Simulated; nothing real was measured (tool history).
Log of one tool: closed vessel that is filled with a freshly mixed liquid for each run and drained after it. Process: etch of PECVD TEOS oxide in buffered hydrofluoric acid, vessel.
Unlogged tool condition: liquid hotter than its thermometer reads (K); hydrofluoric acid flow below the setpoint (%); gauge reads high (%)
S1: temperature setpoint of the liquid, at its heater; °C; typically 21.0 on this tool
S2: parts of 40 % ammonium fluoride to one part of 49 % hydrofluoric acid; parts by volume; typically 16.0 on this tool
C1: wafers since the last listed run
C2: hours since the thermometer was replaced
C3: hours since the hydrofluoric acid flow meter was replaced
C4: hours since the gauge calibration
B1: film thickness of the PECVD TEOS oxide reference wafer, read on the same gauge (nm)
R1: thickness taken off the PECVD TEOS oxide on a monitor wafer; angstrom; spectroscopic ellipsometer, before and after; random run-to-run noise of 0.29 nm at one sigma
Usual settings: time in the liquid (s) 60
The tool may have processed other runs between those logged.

{"run": 1, "day": 0.0, "S1": 21.0, "S2": 16.0, "time in the liquid (s)": 60, "C1": 0, "C2": 1488.6, "C3": 315.2, "C4": 1532.2, "B1": 50.04, "R1": 762.2}
{"run": 2, "day": 2.808, "S1": 21.0, "S2": 16.0, "time in the liquid (s)": 60, "C1": 9017, "C2": 1556.0, "C3": 382.6, "C4": 1599.6, "B1": 49.98, "R1": 764.9}
{"day": 3.383, "done": "thermometer replaced"}
{"run": 3, "day": 6.596, "S1": 21.0, "S2": 16.0, "time in the liquid (s)": 60, "C1": 12027, "C2": 77.1, "C3": 473.5, "C4": 1690.5, "B1": 50.01, "R1": 736.0}
{"run": 4, "day": 10.592, "S1": 19.5, "S2": 16.0, "time in the liquid (s)": 60, "C1": 12830, "C2": 173.0, "C3": 569.4, "C4": 1786.4, "B1": 49.98, "R1": 669.7}
{"run": 5, "day": 13.946, "S1": 19.5, "S2": 16.0, "time in the liquid (s)": 60, "C1": 10769, "C2": 253.5, "C3": 649.9, "C4": 1866.9, "B1": 49.95, "R1": 673.7}
{"run": 6, "day": 17.871, "S1": 19.5, "S2": 16.0, "time in the liquid (s)": 60, "C1": 12602, "C2": 347.7, "C3": 744.1, "C4": 1961.1, "B1": 50.01, "R1": 673.8}
{"run": 7, "day": 20.938, "S1": 21.0, "S2": 16.0, "time in the liquid (s)": 60, "C1": 9846, "C2": 421.3, "C3": 817.7, "C4": 2034.7, "B1": 50.05, "R1": 736.6}
{"run": 8, "day": 22.904, "S1": 21.0, "S2": 16.0, "time in the liquid (s)": 60, "C1": 6314, "C2": 468.5, "C3": 864.9, "C4": 2081.9, "B1": 50.0, "R1": 734.7}
{"run": 9, "day": 27.121, "S1": 21.0, "S2": 16.0, "time in the liquid (s)": 60, "C1": 13539, "C2": 569.7, "C3": 966.1, "C4": 2183.1, "B1": 50.02, "R1": 742.5}
{"run": 10, "day": 29.246, "S1": 17.5, "S2": 16.0, "time in the liquid (s)": 60, "C1": 6823, "C2": 620.7, "C3": 1017.1, "C4": 2234.1, "B1": 50.04, "R1": 606.2}
{"run": 11, "day": 32.858, "S1": 17.5, "S2": 16.0, "time in the liquid (s)": 60, "C1": 11599, "C2": 707.4, "C3": 1103.8, "C4": 2320.8, "B1": 49.95, "R1": 606.2}
{"run": 12, "day": 36.754, "S1": 21.0, "S2": 16.0, "time in the liquid (s)": 70, "C1": 12509, "C2": 800.9, "C3": 1197.3, "C4": 2414.3, "B1": 49.98, "R1": 856.5}
{"run": 13, "day": 38.708, "S1": 21.0, "S2": 16.0, "time in the liquid (s)": 70, "C1": 6274, "C2": 847.8, "C3": 1244.2, "C4": 2461.2, "B1": 50.03, "R1": 861.5}
{"run": 14, "day": 40.467, "S1": 21.0, "S2": 16.0, "time in the liquid (s)": 60, "C1": 5645, "C2": 890.0, "C3": 1286.4, "C4": 2503.4, "B1": 49.99, "R1": 740.0}
{"run": 15, "day": 41.988, "S1": 17.0, "S2": 11.0, "time in the liquid (s)": 35, "C1": 4883, "C2": 926.5, "C3": 1322.9, "C4": 2539.9, "B1": 50.0, "R1": 493.4}
{"run": 16, "day": 44.742, "S1": 25.0, "S2": 19.5, "time in the liquid (s)": 30, "C1": 8843, "C2": 992.6, "C3": 1389.0, "C4": 2606.0, "B1": 50.01, "R1": 378.8}
{"day": 46.338, "done": "gauge calibrated"}
{"run": 17, "day": 49.142, "S1": 21.0, "S2": 16.0, "time in the liquid (s)": 60, "C1": 14127, "C2": 1098.2, "C3": 1494.6, "C4": 67.3, "B1": 49.98, "R1": 741.0}

Run 18 has not been measured yet. What should we expect?
{"run": 18, "day": 59.379, "S1": 25.0, "S2": 19.5, "time in the liquid (s)": 35, "C1": 32871, "C2": 1343.9, "C3": 1740.3, "C4": 313.0, "B1": "?", "R1": "?"}

B1: 50.01
R1: 444.6 angstrom
Without the tool's hidden state the same run would have given R1 438.1 angstrom.

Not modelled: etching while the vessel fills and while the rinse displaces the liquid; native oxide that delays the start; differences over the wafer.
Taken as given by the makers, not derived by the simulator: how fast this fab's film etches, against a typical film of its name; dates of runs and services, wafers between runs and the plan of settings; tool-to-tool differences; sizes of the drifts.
